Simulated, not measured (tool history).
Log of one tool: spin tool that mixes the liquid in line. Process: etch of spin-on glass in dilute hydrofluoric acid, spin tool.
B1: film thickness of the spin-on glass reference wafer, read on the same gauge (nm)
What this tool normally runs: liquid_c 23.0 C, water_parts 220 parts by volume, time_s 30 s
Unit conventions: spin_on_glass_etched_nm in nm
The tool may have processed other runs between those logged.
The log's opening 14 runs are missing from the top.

{"hour": 152.3, "done": "gauge calibrated"}
{"run": 15, "hour": 161.4, "liquid_c": 23.0, "water_parts": 220, "time_s": 30, "B1": 60.01, "spin_on_glass_etched_nm": 7.03}
{"run": 16, "hour": 170.3, "liquid_c": 23.0, "water_parts": 220, "time_s": 30, "B1": 59.96, "spin_on_glass_etched_nm": 7.02}
{"run": 17, "hour": 184.0, "liquid_c": 23.0, "water_parts": 270, "time_s": 30, "B1": 60.01, "spin_on_glass_etched_nm": 5.41}
{"run": 18, "hour": 195.9, "liquid_c": 21.5, "water_parts": 250, "time_s": 50, "B1": 60.02, "spin_on_glass_etched_nm": 9.45}
{"run": 19, "hour": 203.5, "liquid_c": 23.0, "water_parts": 220, "time_s": 30, "B1": 60.0, "spin_on_glass_etched_nm": 7.04}
{"run": 20, "hour": 233.1, "liquid_c": 23.0, "water_parts": 220, "time_s": 30, "B1": 60.0, "spin_on_glass_etched_nm": 7.01}
{"hour": 241.0, "done": "thermometer replaced"}
{"run": 21, "hour": 276.1, "liquid_c": 27.0, "water_parts": 220, "time_s": 40, "B1": 59.96, "spin_on_glass_etched_nm": 9.77}
{"run": 22, "hour": 285.4, "liquid_c": 23.0, "water_parts": 125, "time_s": 20, "B1": 60.01, "spin_on_glass_etched_nm": 8.32}
{"run": 23, "hour": 295.0, "liquid_c": 24.5, "water_parts": 270, "time_s": 45, "B1": 59.99, "spin_on_glass_etched_nm": 7.8}
{"run": 24, "hour": 305.5, "liquid_c": 18.5, "water_parts": 175, "time_s": 30, "B1": 60.01, "spin_on_glass_etched_nm": 7.04}
{"run": 25, "hour": 319.4, "liquid_c": 25.0, "water_parts": 220, "time_s": 30, "B1": 60.02, "spin_on_glass_etched_nm": 6.82}
{"run": 26, "hour": 332.4, "liquid_c": 23.0, "water_parts": 220, "time_s": 30, "B1": 60.04, "spin_on_glass_etched_nm": 6.37}
{"run": 27, "hour": 342.8, "liquid_c": 23.0, "water_parts": 220, "time_s": 15, "B1": 59.99, "spin_on_glass_etched_nm": 3.18}
{"run": 28, "hour": 360.2, "liquid_c": 23.0, "water_parts": 220, "time_s": 30, "B1": 60.02, "spin_on_glass_etched_nm": 6.34}
{"run": 29, "hour": 372.9, "liquid_c": 19.0, "water_parts": 220, "time_s": 25, "B1": 59.98, "spin_on_glass_etched_nm": 4.57}
{"run": 30, "hour": 386.0, "liquid_c": 23.0, "water_parts": 220, "time_s": 30, "B1": 59.97, "spin_on_glass_etched_nm": 6.38}
{"run": 31, "hour": 401.5, "liquid_c": 20.0, "water_parts": 220, "time_s": 30, "B1": 60.01, "spin_on_glass_etched_nm": 5.67}
{"run": 32, "hour": 413.2, "liquid_c": 21.5, "water_parts": 255, "time_s": 50, "B1": 59.99, "spin_on_glass_etched_nm": 8.44}
{"run": 33, "hour": 425.0, "liquid_c": 23.0, "water_parts": 250, "time_s": 15, "B1": 59.98, "spin_on_glass_etched_nm": 2.74}
{"run": 34, "hour": 434.0, "liquid_c": 27.5, "water_parts": 275, "time_s": 45, "B1": 59.98, "spin_on_glass_etched_nm": 8.47}

Each row is a separate what-if for the run after 34, all from the same tool condition, not one after another. Results?
{"run": "A", "hour": 434.4, "liquid_c": 23.0, "water_parts": 220, "time_s": 35, "B1": "?", "spin_on_glass_etched_nm": "?"}
{"run": "B", "hour": 434.4, "liquid_c": 24.5, "water_parts": 300, "time_s": 15, "B1": "?", "spin_on_glass_etched_nm": "?"}
{"run": "C", "hour": 434.4, "liquid_c": 20.5, "water_parts": 220, "time_s": 15, "B1": "?", "spin_on_glass_etched_nm": "?"}

run=A B1=60.01 spin_on_glass_etched_nm=7.40
run=B B1=60.01 spin_on_glass_etched_nm=2.26
run=C B1=60.01 spin_on_glass_etched_nm=2.89
Without the tool's unlogged condition, the same runs would have read:
run=A spin_on_glass_etched_nm=7.34
run=B spin_on_glass_etched_nm=2.25
run=C spin_on_glass_etched_nm=2.87

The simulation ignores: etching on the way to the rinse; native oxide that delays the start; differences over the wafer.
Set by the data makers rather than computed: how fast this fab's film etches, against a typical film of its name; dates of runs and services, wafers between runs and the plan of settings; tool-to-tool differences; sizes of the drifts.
